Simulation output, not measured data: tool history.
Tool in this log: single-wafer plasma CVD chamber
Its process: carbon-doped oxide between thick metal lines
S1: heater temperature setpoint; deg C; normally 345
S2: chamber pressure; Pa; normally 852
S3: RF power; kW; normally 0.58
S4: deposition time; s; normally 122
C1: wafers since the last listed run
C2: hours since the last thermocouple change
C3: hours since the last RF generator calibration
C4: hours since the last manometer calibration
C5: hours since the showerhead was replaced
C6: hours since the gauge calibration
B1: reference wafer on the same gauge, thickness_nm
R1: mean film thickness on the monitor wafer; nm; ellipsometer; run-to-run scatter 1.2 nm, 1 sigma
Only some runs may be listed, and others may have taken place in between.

| run | hour | S1 | S2 | S3 | S4 | C1 | C2 | C3 | C4 | C5 | C6 | B1 | R1 |
|---|---|---|---|---|---|---|---|---|---|---|---|---|---|
| 1 | 0 | 345 | 757 | 0.58 | 122 | 0 | 2362.4 | 1739.7 | 19.8 | 2322.4 | 941.3 | 763.346 | 686.004 |
| 2 | 30.9 | 345 | 757 | 0.58 | 122 | 283 | 2393.3 | 1770.6 | 50.7 | 2353.3 | 972.2 | 762.945 | 683.843 |
| 3 | 65 | 345 | 953 | 0.58 | 122 | 312 | 2427.4 | 1804.7 | 84.8 | 2387.4 | 1006.3 | 762.812 | 705.288 |
|  | 67.6 | gauge calibrated |
| 4 | 97 | 345 | 953 | 0.58 | 122 | 293 | 2459.4 | 1836.7 | 116.8 | 2419.4 | 29.4 | 763.161 | 704.562 |
|  | 106.3 | RF generator calibrated |
| 5 | 117.4 | 345 | 949 | 0.58 | 122 | 113 | 2479.8 | 11.1 | 137.2 | 2439.8 | 49.8 | 763.409 | 721.988 |
| 6 | 144.3 | 337 | 648 | 0.545 | 132 | 246 | 2506.7 | 38 | 164.1 | 2466.7 | 76.7 | 763.266 | 727.699 |
| 7 | 169.8 | 345 | 852 | 0.58 | 114 | 233 | 2532.2 | 63.5 | 189.6 | 2492.2 | 102.2 | 763.223 | 667.361 |
|  | 189.1 | thermocouple changed; heater temperature recalibrated |
| 8 | 198 | 345 | 852 | 0.58 | 122 | 185 | 8.9 | 91.7 | 217.8 | 2520.4 | 130.4 | 762.498 | 714.467 |
| 9 | 212.2 | 345 | 931 | 0.63 | 107 | 130 | 23.1 | 105.9 | 232 | 2534.6 | 144.6 | 763.055 | 661.256 |
| 10 | 226.9 | 338 | 732 | 0.695 | 142 | 134 | 37.8 | 120.6 | 246.7 | 2549.3 | 159.3 | 762.698 | 908.467 |
| 11 | 251.2 | 345 | 852 | 0.505 | 100 | 222 | 62.1 | 144.9 | 271 | 2573.6 | 183.6 | 762.182 | 548.644 |
| 12 | 278.2 | 345 | 852 | 0.58 | 122 | 247 | 89.1 | 171.9 | 298 | 2600.6 | 210.6 | 762.737 | 716.757 |
| 13 | 307.9 | 337 | 648 | 0.545 | 132 | 272 | 118.8 | 201.6 | 327.7 | 2630.3 | 240.3 | 763.157 | 728.597 |
| 14 | 328.7 | 345 | 852 | 0.505 | 114 | 190 | 139.6 | 222.4 | 348.5 | 2651.1 | 261.1 | 762.313 | 625.511 |
|  | 342.7 | showerhead replaced |
| 15 | 343.2 | 345 | 852 | 0.58 | 122 | 59 | 154.1 | 236.9 | 363 | 0.5 | 275.6 | 762.781 | 717.904 |
| 16 | 360 | 345 | 756 | 0.53 | 122 | 153 | 170.9 | 253.7 | 379.8 | 17.3 | 292.4 | 762.654 | 670.118 |
| 17 | 381.7 | 354 | 852 | 0.67 | 122 | 198 | 192.6 | 275.4 | 401.5 | 39 | 314.1 | 762.917 | 750.682 |
| 18 | 408.4 | 345 | 1041 | 0.655 | 144 | 244 | 219.3 | 302.1 | 428.2 | 65.7 | 340.8 | 762.358 | 915.775 |
| 19 | 431.5 | 345 | 852 | 0.58 | 122 | 211 | 242.4 | 325.2 | 451.3 | 88.8 | 363.9 | 762.841 | 716.222 |
| 20 | 443.6 | 345 | 852 | 0.675 | 122 | 110 | 254.5 | 337.3 | 463.4 | 100.9 | 376 | 763.344 | 773.655 |
| 21 | 466.1 | 345 | 940 | 0.58 | 143 | 206 | 277 | 359.8 | 485.9 | 123.4 | 398.5 | 763.511 | 845.267 |
| 22 | 498.2 | 359 | 852 | 0.68 | 122 | 294 | 309.1 | 391.9 | 518 | 155.5 | 430.6 | 762.877 | 745.555 |
| 23 | 512.9 | 352 | 973 | 0.465 | 122 | 134 | 323.8 | 406.6 | 532.7 | 170.2 | 445.3 | 762.548 | 635.819 |
| 24 | 535 | 345 | 995 | 0.58 | 122 | 202 | 345.9 | 428.7 | 554.8 | 192.3 | 467.4 | 762.934 | 727.356 |
| 25 | 553.2 | 339 | 1020 | 0.665 | 146 | 166 | 364.1 | 446.9 | 573 | 210.5 | 485.6 | 763.256 | 953.302 |
| 26 | 583.9 | 357 | 927 | 0.53 | 114 | 281 | 394.8 | 477.6 | 603.7 | 241.2 | 516.3 | 762.514 | 623.792 |
| 27 | 606.6 | 357 | 1004 | 0.48 | 132 | 207 | 417.5 | 500.3 | 626.4 | 263.9 | 539 | 762.93 | 692.294 |

Below are 5 alternative next runs, each starting from the tool's condition after run 27. Predict each:
| A | 607 | 345 | 852 | 0.58 | 122 | 3 | 417.9 | 500.7 | 626.8 | 264.3 | 539.4 | ? | ? |
| B | 607 | 357 | 685 | 0.655 | 132 | 3 | 417.9 | 500.7 | 626.8 | 264.3 | 539.4 | ? | ? |
| C | 607 | 331 | 737 | 0.65 | 139 | 3 | 417.9 | 500.7 | 626.8 | 264.3 | 539.4 | ? | ? |
| D | 607 | 355 | 677 | 0.535 | 143 | 3 | 417.9 | 500.7 | 626.8 | 264.3 | 539.4 | ? | ? |
| E | 607 | 345 | 768 | 0.58 | 131 | 3 | 417.9 | 500.7 | 626.8 | 264.3 | 539.4 | ? | ? |

| run | B1 | R1 |
|---|---|---|
| A | 762.479 | 716.29 |
| B | 762.479 | 764.828 |
| C | 762.479 | 884.451 |
| D | 762.479 | 749.709 |
| E | 762.479 | 756.693 |
Without the tool's unlogged condition, the same runs would have read:
| run | R1 |
|---|---|
| A | 722.273 |
| B | 769.427 |
| C | 889.804 |
| D | 754.504 |
| E | 762.335 |

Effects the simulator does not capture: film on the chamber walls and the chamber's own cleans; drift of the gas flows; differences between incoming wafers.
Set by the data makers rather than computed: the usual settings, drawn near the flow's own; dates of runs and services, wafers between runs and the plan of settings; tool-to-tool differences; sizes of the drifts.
